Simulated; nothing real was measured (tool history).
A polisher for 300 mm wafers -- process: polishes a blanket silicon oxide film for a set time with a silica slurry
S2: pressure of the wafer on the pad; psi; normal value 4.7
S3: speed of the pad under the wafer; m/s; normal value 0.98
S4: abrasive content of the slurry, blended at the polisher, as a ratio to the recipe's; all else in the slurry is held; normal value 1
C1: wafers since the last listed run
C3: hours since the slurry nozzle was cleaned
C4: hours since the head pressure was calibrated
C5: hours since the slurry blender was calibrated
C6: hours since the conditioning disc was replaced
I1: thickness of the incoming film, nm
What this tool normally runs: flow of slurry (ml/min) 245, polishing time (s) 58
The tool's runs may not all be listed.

{"run": 1, "day": 0.0, "flow of slurry (ml/min)": 245, "S2": 4.7, "S3": 0.98, "S4": 1, "polishing time (s)": 58, "C1": 0, "wafers polished on this pad": 180, "C3": 301.2, "C4": 189.7, "C5": 309.7, "C6": 155.2, "I1": 1173.8, "film removed (angstrom)": 1641}
{"run": 2, "day": 1.967, "flow of slurry (ml/min)": 245, "S2": 4.7, "S3": 0.98, "S4": 1, "polishing time (s)": 58, "C1": 416, "wafers polished on this pad": 597, "C3": 348.4, "C4": 236.9, "C5": 356.9, "C6": 202.4, "I1": 1204, "film removed (angstrom)": 1602}
{"run": 3, "day": 2.725, "flow of slurry (ml/min)": 245, "S2": 5.8, "S3": 0.98, "S4": 1, "polishing time (s)": 63, "C1": 160, "wafers polished on this pad": 758, "C3": 366.6, "C4": 255.1, "C5": 375.1, "C6": 220.6, "I1": 1164, "film removed (angstrom)": 2152}
{"run": 4, "day": 4.192, "flow of slurry (ml/min)": 245, "S2": 5.8, "S3": 0.98, "S4": 1, "polishing time (s)": 63, "C1": 310, "wafers polished on this pad": 1069, "C3": 401.8, "C4": 290.3, "C5": 410.3, "C6": 255.8, "I1": 1164.1, "film removed (angstrom)": 2148}
{"run": 5, "day": 5.388, "flow of slurry (ml/min)": 245, "S2": 4.7, "S3": 0.98, "S4": 1, "polishing time (s)": 58, "C1": 253, "wafers polished on this pad": 1322, "C3": 430.5, "C4": 319, "C5": 439, "C6": 284.5, "I1": 1160.9, "film removed (angstrom)": 1579}
{"run": 6, "day": 6.075, "flow of slurry (ml/min)": 245, "S2": 4.7, "S3": 0.98, "S4": 1, "polishing time (s)": 58, "C1": 145, "wafers polished on this pad": 1468, "C3": 447, "C4": 335.5, "C5": 455.5, "C6": 301, "I1": 1160.2, "film removed (angstrom)": 1616}
{"run": 7, "day": 7.4, "flow of slurry (ml/min)": 245, "S2": 4.7, "S3": 0.98, "S4": 1, "polishing time (s)": 58, "C1": 280, "wafers polished on this pad": 1749, "C3": 478.8, "C4": 367.3, "C5": 487.3, "C6": 332.8, "I1": 1169.5, "film removed (angstrom)": 1600}
{"day": 7.508, "done": "slurry blender recalibrated"}
{"day": 7.592, "done": "worn pad replaced by a new one"}
{"run": 8, "day": 8.183, "flow of slurry (ml/min)": 245, "S2": 4.7, "S3": 0.98, "S4": 1, "polishing time (s)": 58, "C1": 130, "wafers polished on this pad": 125, "C3": 497.6, "C4": 386.1, "C5": 16.2, "C6": 351.6, "I1": 1191.9, "film removed (angstrom)": 1589}
{"run": 9, "day": 9.658, "flow of slurry (ml/min)": 245, "S2": 4.7, "S3": 0.98, "S4": 1, "polishing time (s)": 58, "C1": 312, "wafers polished on this pad": 438, "C3": 533, "C4": 421.5, "C5": 51.6, "C6": 387, "I1": 1158.5, "film removed (angstrom)": 1622}
{"run": 10, "day": 10.862, "flow of slurry (ml/min)": 245, "S2": 4.7, "S3": 0.98, "S4": 1, "polishing time (s)": 58, "C1": 255, "wafers polished on this pad": 693, "C3": 561.9, "C4": 450.4, "C5": 80.5, "C6": 415.9, "I1": 1185.7, "film removed (angstrom)": 1607}
{"run": 11, "day": 11.825, "flow of slurry (ml/min)": 245, "S2": 4.1, "S3": 0.98, "S4": 0.9, "polishing time (s)": 58, "C1": 204, "wafers polished on this pad": 897, "C3": 585, "C4": 473.5, "C5": 103.6, "C6": 439, "I1": 1154.8, "film removed (angstrom)": 1336}
{"day": 12.312, "done": "head pressure recalibrated"}
{"run": 12, "day": 13.279, "flow of slurry (ml/min)": 225, "S2": 3.3, "S3": 0.84, "S4": 1, "polishing time (s)": 70, "C1": 290, "wafers polished on this pad": 1187, "C3": 619.9, "C4": 23.2, "C5": 138.5, "C6": 473.9, "I1": 1170.4, "film removed (angstrom)": 1251}
{"run": 13, "day": 13.992, "flow of slurry (ml/min)": 175, "S2": 4.7, "S3": 0.98, "S4": 1, "polishing time (s)": 71, "C1": 151, "wafers polished on this pad": 1338, "C3": 637, "C4": 40.3, "C5": 155.6, "C6": 491, "I1": 1196.6, "film removed (angstrom)": 1931}
{"day": 14.192, "done": "worn pad replaced by a new one"}
{"run": 14, "day": 14.958, "flow of slurry (ml/min)": 205, "S2": 4.7, "S3": 0.78, "S4": 1.2, "polishing time (s)": 38, "C1": 169, "wafers polished on this pad": 162, "C3": 660.2, "C4": 63.5, "C5": 178.8, "C6": 514.2, "I1": 1162.6, "film removed (angstrom)": 924}
{"run": 15, "day": 16.238, "flow of slurry (ml/min)": 245, "S2": 4.7, "S3": 0.98, "S4": 1, "polishing time (s)": 58, "C1": 271, "wafers polished on this pad": 433, "C3": 690.9, "C4": 94.2, "C5": 209.5, "C6": 544.9, "I1": 1188, "film removed (angstrom)": 1627}
{"run": 16, "day": 16.754, "flow of slurry (ml/min)": 275, "S2": 4.7, "S3": 1.32, "S4": 1, "polishing time (s)": 58, "C1": 109, "wafers polished on this pad": 543, "C3": 703.3, "C4": 106.6, "C5": 221.9, "C6": 557.3, "I1": 1171.8, "film removed (angstrom)": 2108}
{"run": 17, "day": 17.612, "flow of slurry (ml/min)": 200, "S2": 4.7, "S3": 0.98, "S4": 1.25, "polishing time (s)": 69, "C1": 181, "wafers polished on this pad": 725, "C3": 723.9, "C4": 127.2, "C5": 242.5, "C6": 577.9, "I1": 1192, "film removed (angstrom)": 2071}
{"day": 17.85, "done": "slurry nozzle cleaned"}
{"run": 18, "day": 18.975, "flow of slurry (ml/min)": 245, "S2": 6, "S3": 0.98, "S4": 0.85, "polishing time (s)": 44, "C1": 279, "wafers polished on this pad": 1005, "C3": 27, "C4": 159.9, "C5": 275.2, "C6": 610.6, "I1": 1182.7, "film removed (angstrom)": 1488}
{"day": 19.221, "done": "conditioning disc replaced and pad reconditioned"}
{"run": 19, "day": 20.412, "flow of slurry (ml/min)": 195, "S2": 3.6, "S3": 0.98, "S4": 1, "polishing time (s)": 58, "C1": 287, "wafers polished on this pad": 1292, "C3": 61.5, "C4": 194.4, "C5": 309.7, "C6": 28.6, "I1": 1195.8, "film removed (angstrom)": 1208}
{"run": 20, "day": 21.571, "flow of slurry (ml/min)": 245, "S2": 4.7, "S3": 0.98, "S4": 0.85, "polishing time (s)": 58, "C1": 245, "wafers polished on this pad": 1537, "C3": 89.3, "C4": 222.2, "C5": 337.5, "C6": 56.4, "I1": 1181.6, "film removed (angstrom)": 1512}
{"day": 22.104, "done": "worn pad replaced by a new one"}
{"run": 21, "day": 22.125, "flow of slurry (ml/min)": 245, "S2": 4.7, "S3": 1.2, "S4": 1, "polishing time (s)": 48, "C1": 82, "wafers polished on this pad": 4, "C3": 102.6, "C4": 235.5, "C5": 350.8, "C6": 69.7, "I1": 1183.7, "film removed (angstrom)": 1551}
{"run": 22, "day": 25.162, "flow of slurry (ml/min)": 190, "S2": 4.7, "S3": 0.98, "S4": 1, "polishing time (s)": 58, "C1": 643, "wafers polished on this pad": 648, "C3": 175.5, "C4": 308.4, "C5": 423.7, "C6": 142.6, "I1": 1199, "film removed (angstrom)": 1526}
{"day": 25.517, "done": "slurry blender recalibrated"}
{"run": 23, "day": 26.504, "flow of slurry (ml/min)": 245, "S2": 4, "S3": 0.7, "S4": 1, "polishing time (s)": 58, "C1": 266, "wafers polished on this pad": 914, "C3": 207.7, "C4": 340.6, "C5": 23.7, "C6": 174.8, "I1": 1174.3, "film removed (angstrom)": 1045}
{"run": 24, "day": 27.45, "flow of slurry (ml/min)": 245, "S2": 6, "S3": 0.98, "S4": 0.85, "polishing time (s)": 44, "C1": 200, "wafers polished on this pad": 1115, "C3": 230.4, "C4": 363.3, "C5": 46.4, "C6": 197.5, "I1": 1171.3, "film removed (angstrom)": 1463}
{"run": 25, "day": 28.833, "flow of slurry (ml/min)": 215, "S2": 4.7, "S3": 0.98, "S4": 1, "polishing time (s)": 58, "C1": 293, "wafers polished on this pad": 1408, "C3": 263.6, "C4": 396.5, "C5": 79.6, "C6": 230.7, "I1": 1170.1, "film removed (angstrom)": 1557}
{"day": 29.483, "done": "worn pad replaced by a new one"}
{"run": 26, "day": 29.504, "flow of slurry (ml/min)": 245, "S2": 4.7, "S3": 1.08, "S4": 0.9, "polishing time (s)": 58, "C1": 106, "wafers polished on this pad": 4, "C3": 279.7, "C4": 412.6, "C5": 95.7, "C6": 246.8, "I1": 1182, "film removed (angstrom)": 1662}
{"run": 27, "day": 32.904, "flow of slurry (ml/min)": 245, "S2": 4.7, "S3": 0.98, "S4": 1, "polishing time (s)": 58, "C1": 720, "wafers polished on this pad": 725, "C3": 361.3, "C4": 494.2, "C5": 177.3, "C6": 328.4, "I1": 1182.7, "film removed (angstrom)": 1576}

Hidden state or all else? Some run-to-run changes of film removed (angstrom), split into what the settings, what came in and random variation would give without the hidden state, and what is left for the hidden state (with any gauge scatter that isn't in both results):
The tool's hidden condition here consists of: removal rate lost through wear of the pad, %; slurry flow missing at the pad, %; deviation of the head's pressure from its setpoint, %; abrasive missing from the slurry, %; time polished since the conditioner stopped cutting, s.
Run 2 -> 3: S2 4.7 -> 5.8, polishing time (s) 58 -> 63. film removed (angstrom) +550: hidden state -28, all else +578.
Run 11 -> 12: flow of slurry (ml/min) 245 -> 225, S2 4.1 -> 3.3, S3 0.98 -> 0.84, S4 0.9 -> 1, polishing time (s) 58 -> 70, head pressure recalibrated. film removed (angstrom) -85: hidden state +58, all else -143.
Run 13 -> 14: flow of slurry (ml/min) 175 -> 205, S3 0.98 -> 0.78, S4 1 -> 1.2, polishing time (s) 71 -> 38, worn pad replaced by a new one. film removed (angstrom) -1007: hidden state +13, all else -1020.
Run 14 -> 15: flow of slurry (ml/min) 205 -> 245, S3 0.78 -> 0.98, S4 1.2 -> 1, polishing time (s) 38 -> 58. film removed (angstrom) +703: hidden state -28, all else +731.

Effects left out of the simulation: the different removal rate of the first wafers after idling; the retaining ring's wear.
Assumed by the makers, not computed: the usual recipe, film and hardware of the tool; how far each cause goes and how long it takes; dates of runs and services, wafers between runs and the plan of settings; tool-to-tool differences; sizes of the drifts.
